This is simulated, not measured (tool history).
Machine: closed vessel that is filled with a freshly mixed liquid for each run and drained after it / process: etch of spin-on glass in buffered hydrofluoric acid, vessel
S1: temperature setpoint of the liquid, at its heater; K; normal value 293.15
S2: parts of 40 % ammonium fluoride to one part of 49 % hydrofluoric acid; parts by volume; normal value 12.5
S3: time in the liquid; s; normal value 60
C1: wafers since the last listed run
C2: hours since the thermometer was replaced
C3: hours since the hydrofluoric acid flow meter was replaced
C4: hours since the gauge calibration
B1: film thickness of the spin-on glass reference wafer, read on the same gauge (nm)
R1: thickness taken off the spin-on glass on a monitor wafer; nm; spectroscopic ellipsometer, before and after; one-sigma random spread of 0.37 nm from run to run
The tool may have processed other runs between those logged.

run,day,S1,S2,S3,C1,C2,C3,C4,B1,R1
1,0,293.15,10,60,0,645.8,689.8,732.6,30.03,125.68
2,1.971,293.15,12.5,60,3088,693.1,737.1,779.9,29.98,101.55
3,4.442,293.15,12.5,60,3871,752.4,796.4,839.2,29.96,100.58
4,6.075,293.15,12.5,60,2559,791.6,835.6,878.4,30.03,101.05
5,9.767,293.15,12.5,60,5784,880.2,924.2,967,30.01,100.56
6,12.217,293.15,12.5,60,3839,939,983,1025.8,29.99,102.29
7,14.329,293.15,12.5,60,3310,989.7,1033.7,1076.5,29.99,101.42
8,17.621,293.15,12.5,60,5157,1068.7,1112.7,1155.5,29.99,102.06
9,21.183,293.15,12.5,60,5582,1154.2,1198.2,1241,29.99,101.59
10,22.975,293.15,12.5,60,2807,1197.2,1241.2,1284,30.02,101.87
11,25.033,293.15,12.5,60,3225,1246.6,1290.6,1333.4,29.97,101.89
12,29.1,296.15,12.5,60,6372,1344.2,1388.2,1431,29.98,119.93
13,42.475,296.15,12.5,60,20958,1665.2,1709.2,1752,30,122.1
14,44.104,293.15,12.5,60,2552,1704.3,1748.3,1791.1,30.03,102.3
15,47.779,293.15,12.5,60,5758,1792.5,1836.5,1879.3,30.01,103.23
16,51.779,293.15,12.5,60,6267,1888.5,1932.5,1975.3,30.04,102.9
17,54.488,293.15,12.5,60,4243,1953.5,1997.5,2040.3,29.93,102.84
18,58.262,293.15,12.5,80,5915,2044.1,2088.1,2130.9,30.02,137.85
19,62.104,294.65,12.5,90,6019,2136.3,2180.3,2223.1,30.02,169.49
# day 64.242: hydrofluoric acid flow meter replaced
20,66.196,293.15,12.5,60,6346,2234.5,46.9,2321.3,30,99.72
21,72.308,291.15,16,45,9578,2381.2,193.6,2468,30.06,52.18
# day 73.662: thermometer replaced
22,75.317,290.15,12.5,45,4648,39.7,265.8,2540.2,30.02,63.01
23,78.879,293.15,12.5,60,5582,125.2,351.3,2625.7,30,99.16
24,80.871,297.65,11,50,3120,173,399.1,2673.5,30,121.66
# day 82.088: gauge calibrated
25,84.975,293.15,12.5,60,6431,271.5,497.6,69.3,29.98,100.54
26,88.554,295.65,14.5,80,5608,357.4,583.5,155.2,30.03,132.52
27,91.383,293.15,12.5,60,4433,425.3,651.4,223.1,29.97,100.59
28,95.821,294.65,10.5,60,6953,531.8,757.9,329.6,29.96,129.76
29,98.05,293.15,15.5,50,3493,585.3,811.4,383.1,29.99,68.44
30,100.875,293.15,16,90,4426,653.1,879.2,450.9,30.05,118.22
31,104.579,293.15,12.5,60,5804,742,968.1,539.8,30.03,101.16
32,107.067,295.15,14,85,3897,801.7,1027.8,599.5,30.03,143.51
33,109.212,293.15,12.5,30,3362,853.2,1079.3,651,29.97,50.87

Forecast run 34:
34,112.25,293.15,14,30,4759,926.1,1152.2,723.9,?,?

Run 34 yielded B1 29.98, R1 45.49 nm.
Without the tool's hidden state the same run would have given R1 44.44 nm.
